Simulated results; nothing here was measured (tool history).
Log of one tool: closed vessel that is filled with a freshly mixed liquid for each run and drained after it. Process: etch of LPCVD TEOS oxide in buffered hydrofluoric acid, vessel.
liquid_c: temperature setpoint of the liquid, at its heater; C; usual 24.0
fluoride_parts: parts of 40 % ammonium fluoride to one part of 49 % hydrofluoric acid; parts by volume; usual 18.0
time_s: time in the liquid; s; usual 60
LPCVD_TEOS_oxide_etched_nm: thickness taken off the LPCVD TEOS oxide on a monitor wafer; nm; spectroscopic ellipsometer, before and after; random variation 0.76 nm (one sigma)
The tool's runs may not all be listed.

| run | day | liquid_c | fluoride_parts | time_s | read-back film thickness of the LPCVD TEOS oxide reference wafer, read on the same gauge (nm) | LPCVD_TEOS_oxide_etched_nm |
|---|---|---|---|---|---|---|
| 1 | 0.000 | 24.0 | 18.0 | 60 | 140.07 | 166.51 |
|  | 0.329 | thermometer replaced |
| 2 | 0.558 | 22.5 | 18.0 | 60 | 139.94 | 153.45 |
| 3 | 1.750 | 22.5 | 18.0 | 60 | 139.97 | 153.73 |
| 4 | 3.025 | 22.5 | 18.0 | 60 | 139.99 | 153.49 |
| 5 | 6.888 | 22.0 | 18.0 | 60 | 139.99 | 150.07 |
| 6 | 8.292 | 22.0 | 18.0 | 60 | 140.00 | 151.47 |
| 7 | 9.225 | 24.0 | 20.5 | 60 | 140.03 | 146.79 |
| 8 | 10.204 | 24.0 | 20.5 | 60 | 140.03 | 148.35 |
| 9 | 11.038 | 24.0 | 20.5 | 60 | 139.99 | 148.98 |
| 10 | 11.767 | 21.0 | 13.0 | 75 | 140.00 | 245.10 |
|  | 11.871 | gauge calibrated |
| 11 | 12.604 | 20.5 | 15.5 | 50 | 139.98 | 133.84 |
| 12 | 14.071 | 24.0 | 18.0 | 60 | 140.00 | 169.23 |
|  | 14.188 | hydrofluoric acid flow meter replaced |
| 13 | 15.367 | 24.0 | 20.5 | 60 | 140.00 | 140.47 |
| 14 | 16.862 | 21.5 | 23.5 | 35 | 139.96 | 64.97 |
| 15 | 18.071 | 24.0 | 21.0 | 95 | 139.96 | 218.44 |
| 16 | 19.204 | 28.5 | 14.0 | 90 | 139.98 | 384.10 |
| 17 | 20.583 | 24.0 | 18.0 | 60 | 140.02 | 159.33 |
| 18 | 21.296 | 24.0 | 20.5 | 60 | 139.99 | 139.75 |
| 19 | 22.662 | 25.5 | 12.0 | 60 | 140.04 | 257.08 |
| 20 | 26.517 | 24.0 | 21.5 | 30 | 140.01 | 68.41 |
| 21 | 27.200 | 24.0 | 12.5 | 80 | 140.00 | 307.12 |
| 22 | 28.292 | 19.5 | 18.0 | 50 | 140.05 | 105.52 |
| 23 | 28.829 | 25.5 | 12.5 | 80 | 139.97 | 336.51 |
| 24 | 29.767 | 28.5 | 14.0 | 90 | 140.02 | 394.57 |
| 25 | 30.783 | 19.5 | 16.0 | 90 | 139.98 | 212.81 |
| 26 | 31.817 | 20.0 | 18.0 | 70 | 140.00 | 151.95 |
| 27 | 32.796 | 27.5 | 18.0 | 60 | 140.00 | 193.46 |
| 28 | 34.179 | 24.0 | 24.0 | 50 | 139.97 | 106.44 |
| 29 | 34.692 | 24.0 | 24.0 | 40 | 139.96 | 84.98 |
| 30 | 35.788 | 25.5 | 18.0 | 40 | 139.97 | 116.57 |
| 31 | 36.512 | 24.0 | 20.0 | 95 | 140.02 | 233.47 |
| 32 | 37.742 | 24.0 | 18.0 | 60 | 139.97 | 162.14 |

5 ways to go on from here, each from the tool as it stands after run 32. What would each give?
| A | 37.771 | 24.0 | 18.0 | 80 | ? | ? |
| B | 37.771 | 21.0 | 23.0 | 60 | ? | ? |
| C | 37.771 | 27.0 | 18.0 | 60 | ? | ? |
| D | 37.771 | 28.0 | 13.5 | 35 | ? | ? |
| E | 37.771 | 20.5 | 11.0 | 45 | ? | ? |

| run | read-back film thickness of the LPCVD TEOS oxide reference wafer, read on the same gauge (nm) | LPCVD_TEOS_oxide_etched_nm |
|---|---|---|
| A | 140.03 | 217.24 |
| B | 140.03 | 111.82 |
| C | 140.03 | 191.68 |
| D | 140.03 | 156.42 |
| E | 140.03 | 163.25 |
Without the tool's hidden state the same runs would have given:
| run | LPCVD_TEOS_oxide_etched_nm |
|---|---|
| A | 209.85 |
| B | 109.14 |
| C | 185.17 |
| D | 151.13 |
| E | 157.75 |
